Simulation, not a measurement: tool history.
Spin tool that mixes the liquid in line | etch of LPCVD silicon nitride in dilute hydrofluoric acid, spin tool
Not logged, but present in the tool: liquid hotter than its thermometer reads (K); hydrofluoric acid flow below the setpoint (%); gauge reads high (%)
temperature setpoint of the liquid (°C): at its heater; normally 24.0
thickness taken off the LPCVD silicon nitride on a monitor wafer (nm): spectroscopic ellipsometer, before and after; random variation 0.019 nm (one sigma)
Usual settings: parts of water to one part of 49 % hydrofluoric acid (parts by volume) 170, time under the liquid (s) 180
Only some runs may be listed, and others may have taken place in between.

run      day  temperature setpoint of the liquid (°C)  parts of water to one part of 49 % hydrofluoric acid (parts by volume)  time under the liquid (s)  wafers since the last listed run  hours since the thermometer was replaced  hours since the hydrofluoric acid flow meter was replaced  hours since the gauge calibration  read-back film thickness of the LPCVD silicon nitride reference wafer, read on the same gauge (nm)  thickness taken off the LPCVD silicon nitride on a monitor wafer (nm)
  1    0.000                                     24.0                                                                     170                        180                                 0                                      10.8                                                     1005.5                             1967.4                                                                                              39.995                                                                  0.550
  2    1.621                                     24.0                                                                     170                        180                               303                                      49.7                                                     1044.4                             2006.3                                                                                              39.982                                                                  0.565
  3    4.517                                     24.0                                                                     170                        180                               542                                     119.2                                                     1113.9                             2075.8                                                                                              39.990                                                                  0.584
  4    7.583                                     24.0                                                                     200                        180                               574                                     192.8                                                     1187.5                             2149.4                                                                                              39.969                                                                  0.487
  5   11.842                                     24.0                                                                     170                        180                               797                                     295.0                                                     1289.7                             2251.6                                                                                              39.985                                                                  0.542
  6   14.792                                     24.0                                                                     170                        180                               552                                     365.8                                                     1360.5                             2322.4                                                                                              39.996                                                                  0.570
  7   18.688                                     24.0                                                                     170                        180                               729                                     459.3                                                     1454.0                             2415.9                                                                                              39.991                                                                  0.582
  8   20.988                                     24.0                                                                     170                        180                               430                                     514.5                                                     1509.2                             2471.1                                                                                              40.013                                                                  0.619
  9   25.008                                     24.0                                                                     170                        180                               753                                     611.0                                                     1605.7                             2567.6                                                                                              40.007                                                                  0.579
 10   31.871                                     24.0                                                                     170                        125                              1285                                     775.7                                                     1770.4                             2732.3                                                                                              40.043                                                                  0.416
 11   35.900                                     24.0                                                                     135                        180                               754                                     872.4                                                     1867.1                             2829.0                                                                                              39.972                                                                  0.763
      37.871  -- thermometer replaced
      39.254  -- hydrofluoric acid flow meter replaced
 12   40.246                                     24.0                                                                     170                        180                               798                                      57.0                                                       23.8                             2933.3                                                                                              40.000                                                                  0.613
 13   42.500                                     24.0                                                                     170                        180                               422                                     111.1                                                       77.9                             2987.4                                                                                              39.975                                                                  0.682
 14   45.100                                     24.0                                                                     170                        180                               487                                     173.5                                                      140.3                             3049.8                                                                                              40.056                                                                  0.600
 15   47.958                                     24.0                                                                     170                        180                               535                                     242.1                                                      208.9                             3118.4                                                                                              40.007                                                                  0.669
 16   50.838                                     24.0                                                                     170                         85                               539                                     311.2                                                      278.0                             3187.5                                                                                              39.987                                                                  0.309
 17   54.267                                     21.5                                                                      85                        260                               642                                     393.5                                                      360.3                             3269.8                                                                                              39.974                                                                  1.547
 18   57.700                                     24.0                                                                     170                        125                               643                                     475.9                                                      442.7                             3352.2                                                                                              40.027                                                                  0.473
 19   59.508                                     24.0                                                                     170                        180                               338                                     519.3                                                      486.1                             3395.6                                                                                              39.999                                                                  0.645
      59.812  -- gauge calibrated
 20   62.067                                     24.0                                                                     225                        220                               479                                     580.7                                                      547.5                               54.1                                                                                              40.012                                                                  0.595
 21   65.721                                     24.0                                                                      90                        180                               684                                     668.4                                                      635.2                              141.8                                                                                              40.019                                                                  1.214
 22   68.175                                     24.0                                                                     235                        180                               459                                     727.3                                                      694.1                              200.7                                                                                              40.068                                                                  0.472
      68.396  -- thermometer replaced, repeated, since the last time left the tool worse
 23   72.662                                     26.5                                                                     220                        135                               832                                     102.4                                                      801.8                              308.4                                                                                              39.986                                                                  0.353
 24   74.721                                     25.5                                                                     170                        135                               385                                     151.8                                                      851.2                              357.8                                                                                              40.011                                                                  0.472
 25   77.754                                     28.0                                                                     255                        240                               568                                     224.6                                                      924.0                              430.6                                                                                              40.034                                                                  0.601
 26   82.158                                     24.0                                                                     205                        115                               825                                     330.3                                                     1029.7                              536.3                                                                                              40.005                                                                  0.285
 27   85.458                                     24.0                                                                     195                        180                               618                                     409.5                                                     1108.9                              615.5                                                                                              39.986                                                                  0.472
 28   89.792                                     24.0                                                                     110                        140                               811                                     513.5                                                     1212.9                              719.5                                                                                              39.960                                                                  0.677
 29   93.529                                     24.0                                                                     210                        180                               700                                     603.2                                                     1302.6                              809.2                                                                                              40.017                                                                  0.481
 30   97.321                                     21.0                                                                     135                        100                               710                                     694.2                                                     1393.6                              900.2                                                                                              39.992                                                                  0.328
 31  100.771                                     24.0                                                                     170                        180                               646                                     777.0                                                     1476.4                              983.0                                                                                              39.932                                                                  0.583
 32  104.383                                     24.0                                                                     170                        180                               676                                     863.7                                                     1563.1                             1069.7                                                                                              40.006                                                                  0.565
     105.900  -- thermometer replaced
 33  107.896                                     24.0                                                                     220                         90                               650                                      47.9                                                     1647.4                             1154.0                                                                                              40.005                                                                  0.209

Alternative continuations, all from the tool just after run 33; predict every row:
  A  107.917                                     24.0                                                                     170                        120                                 3                                      48.4                                                     1647.9                             1154.5                                                                                                   ?                                                                      ?
  B  107.917                                     20.0                                                                     170                        180                                 3                                      48.4                                                     1647.9                             1154.5                                                                                                   ?                                                                      ?
  C  107.917                                     24.0                                                                     170                        255                                 3                                      48.4                                                     1647.9                             1154.5                                                                                                   ?                                                                      ?

run  read-back film thickness of the LPCVD silicon nitride reference wafer, read on the same gauge (nm)  thickness taken off the LPCVD silicon nitride on a monitor wafer (nm)
  A                                                                                              39.985                                                                  0.365
  B                                                                                              39.985                                                                  0.422
  C                                                                                              39.985                                                                  0.776
What these runs would have given with no unlogged condition in the tool:
run  thickness taken off the LPCVD silicon nitride on a monitor wafer (nm)
  A                                                                  0.363
  B                                                                  0.420
  C                                                                  0.772

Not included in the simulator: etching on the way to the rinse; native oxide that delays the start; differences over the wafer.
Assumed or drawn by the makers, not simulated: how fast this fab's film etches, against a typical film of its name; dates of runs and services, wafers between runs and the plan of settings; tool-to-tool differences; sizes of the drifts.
